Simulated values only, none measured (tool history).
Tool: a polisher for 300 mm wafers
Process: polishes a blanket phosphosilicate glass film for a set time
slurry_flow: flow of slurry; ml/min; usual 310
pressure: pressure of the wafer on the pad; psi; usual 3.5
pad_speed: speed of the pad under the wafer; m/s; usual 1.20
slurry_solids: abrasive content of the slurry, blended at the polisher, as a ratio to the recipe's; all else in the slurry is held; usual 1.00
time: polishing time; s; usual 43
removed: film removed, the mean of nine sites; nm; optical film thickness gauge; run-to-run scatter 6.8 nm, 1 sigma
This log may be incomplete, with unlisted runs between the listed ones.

| run | hour | slurry_flow | pressure | pad_speed | slurry_solids | time | wafers since the last listed run | wafers polished on this pad | hours since the slurry nozzle was cleaned | hours since the head pressure was calibrated | hours since the slurry blender was calibrated | hours since the conditioning disc was replaced | incoming thickness of the incoming film, nm | removed |
|---|---|---|---|---|---|---|---|---|---|---|---|---|---|---|
| 1 | 0.0 | 310 | 3.5 | 1.20 | 1.00 | 43 | 0 | 818 | 356.7 | 42.3 | 126.5 | 26.0 | 2452.9 | 432.0 |
|  | 35.7 | worn pad replaced by a new one |
| 2 | 37.7 | 310 | 3.5 | 1.20 | 1.00 | 43 | 221 | 13 | 394.4 | 80.0 | 164.2 | 63.7 | 2512.8 | 435.1 |
| 3 | 72.8 | 310 | 3.5 | 1.20 | 1.00 | 43 | 230 | 243 | 429.5 | 115.1 | 199.3 | 98.8 | 2489.2 | 429.0 |
| 4 | 107.2 | 310 | 3.5 | 1.20 | 1.00 | 43 | 226 | 470 | 463.9 | 149.5 | 233.7 | 133.2 | 2517.3 | 428.3 |
| 5 | 136.5 | 310 | 3.5 | 1.20 | 1.00 | 43 | 192 | 662 | 493.2 | 178.8 | 263.0 | 162.5 | 2452.6 | 436.4 |
| 6 | 229.8 | 310 | 3.5 | 1.20 | 1.00 | 43 | 613 | 1276 | 586.5 | 272.1 | 356.3 | 255.8 | 2510.8 | 425.8 |
|  | 248.2 | worn pad replaced by a new one |
|  | 252.1 | slurry blender recalibrated |
| 7 | 260.3 | 310 | 3.5 | 1.20 | 1.00 | 43 | 161 | 66 | 617.0 | 302.6 | 8.2 | 286.3 | 2489.1 | 456.6 |
| 8 | 288.7 | 310 | 3.5 | 1.20 | 1.00 | 43 | 186 | 252 | 645.4 | 331.0 | 36.6 | 314.7 | 2477.2 | 471.1 |
|  | 291.6 | slurry nozzle cleaned |
| 9 | 323.0 | 310 | 3.5 | 1.20 | 1.00 | 43 | 218 | 471 | 31.4 | 365.3 | 70.9 | 349.0 | 2495.3 | 460.5 |
| 10 | 353.0 | 310 | 3.5 | 1.08 | 1.25 | 43 | 197 | 669 | 61.4 | 395.3 | 100.9 | 379.0 | 2443.1 | 476.4 |
|  | 395.5 | head pressure recalibrated |
| 11 | 440.7 | 415 | 3.5 | 1.20 | 1.00 | 57 | 563 | 1232 | 149.1 | 45.2 | 188.6 | 466.7 | 2481.1 | 597.8 |
|  | 448.3 | worn pad replaced by a new one |
| 12 | 474.9 | 220 | 3.5 | 1.20 | 1.00 | 43 | 198 | 174 | 183.3 | 79.4 | 222.8 | 500.9 | 2465.1 | 431.3 |
|  | 477.8 | conditioning disc replaced and pad reconditioned |
| 13 | 490.4 | 310 | 3.5 | 1.20 | 1.00 | 43 | 88 | 263 | 198.8 | 94.9 | 238.3 | 12.6 | 2459.3 | 441.2 |
| 14 | 507.2 | 415 | 3.5 | 1.20 | 1.00 | 43 | 110 | 374 | 215.6 | 111.7 | 255.1 | 29.4 | 2510.0 | 444.7 |
| 15 | 540.1 | 310 | 3.2 | 0.96 | 1.00 | 43 | 216 | 590 | 248.5 | 144.6 | 288.0 | 62.3 | 2501.5 | 334.8 |
| 16 | 554.4 | 260 | 3.5 | 1.20 | 1.10 | 43 | 94 | 684 | 262.8 | 158.9 | 302.3 | 76.6 | 2530.7 | 479.0 |
| 17 | 573.8 | 310 | 3.9 | 1.40 | 1.00 | 43 | 127 | 812 | 282.2 | 178.3 | 321.7 | 96.0 | 2496.7 | 539.3 |
| 18 | 607.2 | 310 | 4.7 | 0.80 | 1.00 | 49 | 219 | 1031 | 315.6 | 211.7 | 355.1 | 129.4 | 2448.0 | 503.1 |
| 19 | 621.3 | 310 | 3.5 | 1.20 | 1.00 | 43 | 92 | 1124 | 329.7 | 225.8 | 369.2 | 143.5 | 2484.6 | 433.2 |
| 20 | 637.7 | 310 | 3.5 | 1.20 | 1.00 | 43 | 107 | 1232 | 346.1 | 242.2 | 385.6 | 159.9 | 2496.9 | 435.8 |
|  | 650.7 | worn pad replaced by a new one |
| 21 | 672.7 | 350 | 3.9 | 0.86 | 1.10 | 43 | 203 | 144 | 381.1 | 277.2 | 420.6 | 194.9 | 2486.5 | 415.6 |
| 22 | 696.6 | 310 | 4.6 | 1.20 | 0.80 | 43 | 157 | 301 | 405.0 | 301.1 | 444.5 | 218.8 | 2475.0 | 460.5 |
|  | 712.2 | slurry blender recalibrated |
| 23 | 727.0 | 415 | 3.5 | 1.60 | 1.00 | 39 | 186 | 488 | 435.4 | 331.5 | 14.8 | 249.2 | 2446.6 | 535.3 |
| 24 | 741.7 | 420 | 4.3 | 1.20 | 1.00 | 43 | 96 | 585 | 450.1 | 346.2 | 29.5 | 263.9 | 2488.5 | 566.3 |
|  | 775.1 | head pressure recalibrated |
| 25 | 822.7 | 365 | 3.5 | 0.84 | 1.00 | 43 | 519 | 1104 | 531.1 | 47.6 | 110.5 | 344.9 | 2446.8 | 347.8 |

Some steps in removed between neighbouring runs. How much of each would the tool show without its hidden state too (settings, what came in, random variation), and how much is left for the hidden state, with any gauge scatter that isn't in both results?
Unlogged tool condition in this case: removal rate lost through wear of the pad, %; slurry flow missing at the pad, %; deviation of the head's pressure from its setpoint, %; abrasive missing from the slurry, %; time polished since the conditioner stopped cutting, s.
Run 6 -> 7: worn pad replaced by a new one, slurry blender recalibrated. removed +30.8 nm: hidden state +32.5, all else -1.7.
Run 11 -> 12: slurry_flow 415 -> 220, time 57 -> 43, worn pad replaced by a new one. removed -166.5 nm: hidden state +7.6, all else -174.1.
Run 22 -> 23: slurry_flow 310 -> 415, pressure 4.6 -> 3.5, pad_speed 1.20 -> 1.60, slurry_solids 0.80 -> 1.00, time 43 -> 39, slurry blender recalibrated. removed +74.8 nm: hidden state +39.1, all else +35.7.
Run 24 -> 25: slurry_flow 420 -> 365, pressure 4.3 -> 3.5, pad_speed 1.20 -> 0.84, head pressure recalibrated. removed -218.5 nm: hidden state -5.5, all else -213.0.
